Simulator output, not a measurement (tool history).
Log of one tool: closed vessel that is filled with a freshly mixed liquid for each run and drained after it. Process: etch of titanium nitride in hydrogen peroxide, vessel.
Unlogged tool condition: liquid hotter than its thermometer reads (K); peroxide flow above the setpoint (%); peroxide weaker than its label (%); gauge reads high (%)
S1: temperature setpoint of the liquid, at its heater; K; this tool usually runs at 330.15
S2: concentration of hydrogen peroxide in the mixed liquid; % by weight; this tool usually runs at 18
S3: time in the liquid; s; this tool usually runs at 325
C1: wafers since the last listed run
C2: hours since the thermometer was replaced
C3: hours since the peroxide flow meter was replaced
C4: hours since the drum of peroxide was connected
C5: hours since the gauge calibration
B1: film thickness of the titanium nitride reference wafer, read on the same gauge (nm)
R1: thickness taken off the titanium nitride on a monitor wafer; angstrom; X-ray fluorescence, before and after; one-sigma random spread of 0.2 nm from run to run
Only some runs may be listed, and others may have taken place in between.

| run | hour | S1 | S2 | S3 | C1 | C2 | C3 | C4 | C5 | B1 | R1 |
|---|---|---|---|---|---|---|---|---|---|---|---|
| 1 | 0 | 330.15 | 18 | 325 | 0 | 122.7 | 1266.1 | 517.5 | 1837.6 | 49.98 | 219.2 |
|  | 52.8 | new drum of peroxide connected |
| 2 | 135 | 330.15 | 18 | 325 | 9404 | 257.7 | 1401.1 | 82.2 | 1972.6 | 49.96 | 221 |
| 3 | 190 | 330.15 | 18 | 325 | 3860 | 312.7 | 1456.1 | 137.2 | 2027.6 | 50.01 | 222.4 |
| 4 | 241.9 | 330.15 | 18 | 325 | 3642 | 364.6 | 1508 | 189.1 | 2079.5 | 49.99 | 224.8 |
| 5 | 269.2 | 330.15 | 18 | 325 | 1915 | 391.9 | 1535.3 | 216.4 | 2106.8 | 49.96 | 223.3 |
| 6 | 328.2 | 330.15 | 18 | 325 | 4140 | 450.9 | 1594.3 | 275.4 | 2165.8 | 49.99 | 225.1 |
| 7 | 355.4 | 322.15 | 18 | 325 | 1908 | 478.1 | 1621.5 | 302.6 | 2193 | 49.96 | 127.4 |
| 8 | 410.4 | 330.15 | 18 | 325 | 3860 | 533.1 | 1676.5 | 357.6 | 2248 | 50.03 | 228.9 |
| 9 | 451.9 | 330.15 | 22.5 | 325 | 2912 | 574.6 | 1718 | 399.1 | 2289.5 | 50.03 | 239.1 |
| 10 | 507.8 | 330.15 | 18 | 325 | 3923 | 630.5 | 1773.9 | 455 | 2345.4 | 50.03 | 227.6 |
| 11 | 579.2 | 330.15 | 12.5 | 325 | 5010 | 701.9 | 1845.3 | 526.4 | 2416.8 | 49.94 | 210 |
|  | 599 | new drum of peroxide connected |
| 12 | 616.6 | 330.15 | 13 | 325 | 2554 | 739.3 | 1882.7 | 17.6 | 2454.2 | 50 | 213.7 |
| 13 | 671.5 | 330.15 | 18 | 325 | 3852 | 794.2 | 1937.6 | 72.5 | 2509.1 | 50.03 | 230.2 |
| 14 | 723.6 | 330.15 | 18 | 325 | 3656 | 846.3 | 1989.7 | 124.6 | 2561.2 | 49.98 | 228.5 |
| 15 | 764.4 | 330.15 | 22 | 160 | 2863 | 887.1 | 2030.5 | 165.4 | 2602 | 49.95 | 119 |
| 16 | 806.9 | 330.15 | 18 | 325 | 2982 | 929.6 | 2073 | 207.9 | 2644.5 | 49.98 | 228.7 |
|  | 826.9 | peroxide flow meter replaced |
| 17 | 860.4 | 334.65 | 18 | 325 | 3684 | 983.1 | 33.5 | 261.4 | 2698 | 50.02 | 310.1 |
| 18 | 920.5 | 330.15 | 18 | 325 | 4217 | 1043.2 | 93.6 | 321.5 | 2758.1 | 50.03 | 227.6 |
| 19 | 957.5 | 330.15 | 18 | 325 | 2596 | 1080.2 | 130.6 | 358.5 | 2795.1 | 50 | 229.6 |
|  | 965.9 | gauge calibrated |
| 20 | 999 | 330.15 | 18 | 325 | 2912 | 1121.7 | 172.1 | 400 | 33.1 | 49.96 | 231.5 |
| 21 | 1037.2 | 330.15 | 14.5 | 260 | 2680 | 1159.9 | 210.3 | 438.2 | 71.3 | 49.99 | 179.3 |
| 22 | 1062.3 | 330.15 | 18 | 325 | 1761 | 1185 | 235.4 | 463.3 | 96.4 | 50.01 | 234.6 |
| 23 | 1094.6 | 330.15 | 18 | 165 | 2266 | 1217.3 | 267.7 | 495.6 | 128.7 | 50.04 | 116.8 |
|  | 1099.7 | new drum of peroxide connected |
| 24 | 1120.5 | 333.15 | 21 | 325 | 1747 | 1243.2 | 293.6 | 20.8 | 154.6 | 49.99 | 299.1 |
| 25 | 1323.6 | 324.65 | 16 | 175 | 14253 | 1446.3 | 496.7 | 223.9 | 357.7 | 50.01 | 83 |
| 26 | 1376.3 | 320.15 | 20 | 325 | 3698 | 1499 | 549.4 | 276.6 | 410.4 | 49.97 | 118.8 |
| 27 | 1447.9 | 336.15 | 18 | 175 | 5025 | 1570.6 | 621 | 348.2 | 482 | 49.99 | 188.1 |
| 28 | 1486.7 | 323.65 | 15.5 | 165 | 2723 | 1609.4 | 659.8 | 387 | 520.8 | 50 | 72.4 |
| 29 | 1527.3 | 327.15 | 15 | 230 | 2849 | 1650 | 700.4 | 427.6 | 561.4 | 49.95 | 128.6 |

For each run, the measured value with the value that run would have given without the tool's hidden condition subtracted. The run-to-run variation is shared by both, the gauge scatter possibly not:
| run | R1 |
|---|---|
| 1 | +3.5 |
| 2 | +4.7 |
| 3 | +5.2 |
| 4 | +5.6 |
| 5 | +5.8 |
| 6 | +6.2 |
| 7 | +3.8 |
| 8 | +7 |
| 9 | +7.8 |
| 10 | +7.7 |
| 11 | +7.7 |
| 12 | +8.1 |
| 13 | +9.2 |
| 14 | +9.6 |
| 15 | +5.1 |
| 16 | +10.2 |
| 17 | +14.1 |
| 18 | +11.2 |
| 19 | +11.6 |
| 20 | +12 |
| 21 | +9.6 |
| 22 | +12.6 |
| 23 | +6.5 |
| 24 | +16.4 |
| 25 | +5.4 |
| 26 | +8.1 |
| 27 | +12.2 |
| 28 | +5.1 |
| 29 | +9.1 |
